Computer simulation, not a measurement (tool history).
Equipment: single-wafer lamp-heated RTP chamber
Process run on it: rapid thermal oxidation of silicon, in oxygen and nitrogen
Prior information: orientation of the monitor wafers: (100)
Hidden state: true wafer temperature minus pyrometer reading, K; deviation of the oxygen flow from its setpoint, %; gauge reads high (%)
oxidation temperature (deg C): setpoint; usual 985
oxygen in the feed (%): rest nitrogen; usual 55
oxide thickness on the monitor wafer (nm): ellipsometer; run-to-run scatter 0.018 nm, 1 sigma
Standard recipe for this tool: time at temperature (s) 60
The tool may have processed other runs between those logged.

run    day  oxidation temperature (deg C)  time at temperature (s)  oxygen in the feed (%)  wafers since the last listed run  wafers since the last pyrometer calibration  hours since the oxygen flow controller was replaced  hours since the gauge calibration  read-back reference wafer on the same gauge, thickness  oxide thickness on the monitor wafer (nm)
  1      0                            985                       60                      33                                 0                                         4486                                               5712.3                               83.8                                                   4.137                                       4.22
  2  0.412                            985                       60                      33                                75                                         4561                                               5722.2                               93.7                                                   4.141                                      4.207
  3  0.771                            985                       60                      33                                65                                         4627                                               5730.8                              102.3                                                    4.14                                      4.207
  4  1.175                            985                       60                      55                                74                                         4701                                               5740.5                                112                                                   4.139                                      4.933
  5  1.746                            985                       60                      63                               104                                         4805                                               5754.2                              125.7                                                   4.139                                      5.222
  6  2.325                            985                       60                      63                               106                                         4911                                               5768.1                              139.6                                                    4.14                                      5.196
  7  2.608                            985                       60                      55                                51                                         4963                                               5774.9                              146.4                                                   4.145                                      4.939
       3.2  -- oxygen flow controller replaced
  8  3.221                            985                       60                      55                                51                                         5014                                                  0.5                              161.1                                                   4.143                                      4.971
  9  3.696                            985                       60                      44                                87                                         5101                                                 11.9                              172.5                                                    4.14                                      4.636
 10  4.092                            985                       60                      44                                72                                         5174                                                 21.4                                182                                                   4.141                                      4.638
 11  4.496                            985                       60                      55                                74                                         5248                                                 31.1                              191.7                                                   4.142                                      5.009

For run 12, what comes out?
 12  5.158                           1000                       72                      81                               121                                         5369                                                   47                              207.6                                                       ?                                          ?

read-back reference wafer on the same gauge, thickness: 4.144
oxide thickness on the monitor wafer (nm): 6.832
Without the tool's hidden state the same run would have given oxide thickness on the monitor wafer (nm) 6.273.
